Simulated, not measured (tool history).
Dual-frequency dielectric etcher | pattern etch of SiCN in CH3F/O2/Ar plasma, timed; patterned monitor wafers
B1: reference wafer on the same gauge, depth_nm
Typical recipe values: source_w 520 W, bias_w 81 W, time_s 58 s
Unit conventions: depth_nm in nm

Run 1, hour 0: usual settings but source_w 600 W; B1 20.6. Result: depth_nm 25.4 nm.
Run 2, hour 9.7: usual settings but source_w 600 W; B1 20.6. Result: depth_nm 25.42 nm.
Run 3, hour 19.3: usual settings but source_w 600 W; B1 20.6. Result: depth_nm 25.35 nm.
Run 4, hour 35.5: usual settings; B1 20.6. Result: depth_nm 24.31 nm.
Run 5, hour 53.3: usual settings; B1 20.61. Result: depth_nm 24.27 nm.
Run 6, hour 68.3: usual settings; B1 20.6. Result: depth_nm 24.31 nm.
Run 7, hour 83.9: usual settings but source_w 590 W; B1 20.6. Result: depth_nm 25.19 nm.
Run 8, hour 95.9: usual settings; B1 20.59. Result: depth_nm 24.28 nm.
Run 9, hour 102.8: usual settings; B1 20.6. Result: depth_nm 24.15 nm.
Run 10, hour 113.5: usual settings; B1 20.6. Result: depth_nm 24.13 nm.
At hour 114.5: gauge calibrated.
Run 11, hour 126.8: usual settings; B1 20.6. Result: depth_nm 24.18 nm.
Run 12, hour 141: usual settings but bias_w 66 W; B1 20.59. Result: depth_nm 22.25 nm.
Run 13, hour 147.1: usual settings but source_w 590 W; B1 20.6. Result: depth_nm 25.11 nm.
At hour 153.7: bias power generator calibrated.
Run 14, hour 162.7: usual settings but source_w 640 W; B1 20.61. Result: depth_nm 25.68 nm.
At hour 192.5: wet clean of the chamber.
Run 15, hour 193: usual settings but source_w 640 W; B1 20.6. Result: depth_nm 26.22 nm.
Run 16, hour 193.4: usual settings; B1 20.61. Result: depth_nm 24.67 nm.
Run 17, hour 194.2: usual settings but bias_w 101 W, time_s 49 s; B1 20.6. Result: depth_nm 22.76 nm.
Run 18, hour 210.9: usual settings; B1 20.6. Result: depth_nm 24.64 nm.
Run 19, hour 226.3: usual settings but source_w 420 W, bias_w 70 W, time_s 43 s; B1 20.6. Result: depth_nm 16.22 nm.
At hour 233.4: source power generator calibrated.
At hour 264.7: upper electrode replaced.
Run 20, hour 265.2: usual settings but bias_w 73 W; B1 20.59. Result: depth_nm 23.52 nm.
Run 21, hour 274.7: usual settings but source_w 580 W; B1 20.6. Result: depth_nm 25.37 nm.
At hour 297.3: gauge calibrated.
Run 22, hour 316.5: usual settings but source_w 570 W, bias_w 89 W, time_s 53 s; B1 20.61. Result: depth_nm 23.87 nm.
Run 23, hour 326.4: usual settings but source_w 630 W; B1 20.59. Result: depth_nm 25.89 nm.
Run 24, hour 341.6: usual settings but source_w 600 W, bias_w 97 W; B1 20.59. Result: depth_nm 27.48 nm.
Run 25, hour 350.6: usual settings but source_w 400 W, bias_w 68 W, time_s 43.5 s; B1 20.59. Result: depth_nm 15.89 nm.

Below are 3 alternative next runs, each starting from the tool's condition after run 25. Predict each:
Run A, hour 351: usual settings but source_w 400 W; B1 ?. Result: depth_nm ?.
Run B, hour 351: usual settings but source_w 600 W, bias_w 73 W; B1 ?. Result: depth_nm ?.
Run C, hour 351: usual settings but source_w 460 W; B1 ?. Result: depth_nm ?.

run    B1  depth_nm
  A  20.6      22.7
  B  20.6     24.45
  C  20.6     23.59
The same runs, with their run-to-run variation unchanged, on a tool lacking any hidden condition would have given:
run  depth_nm
  A     22.89
  B     24.66
  C     23.79
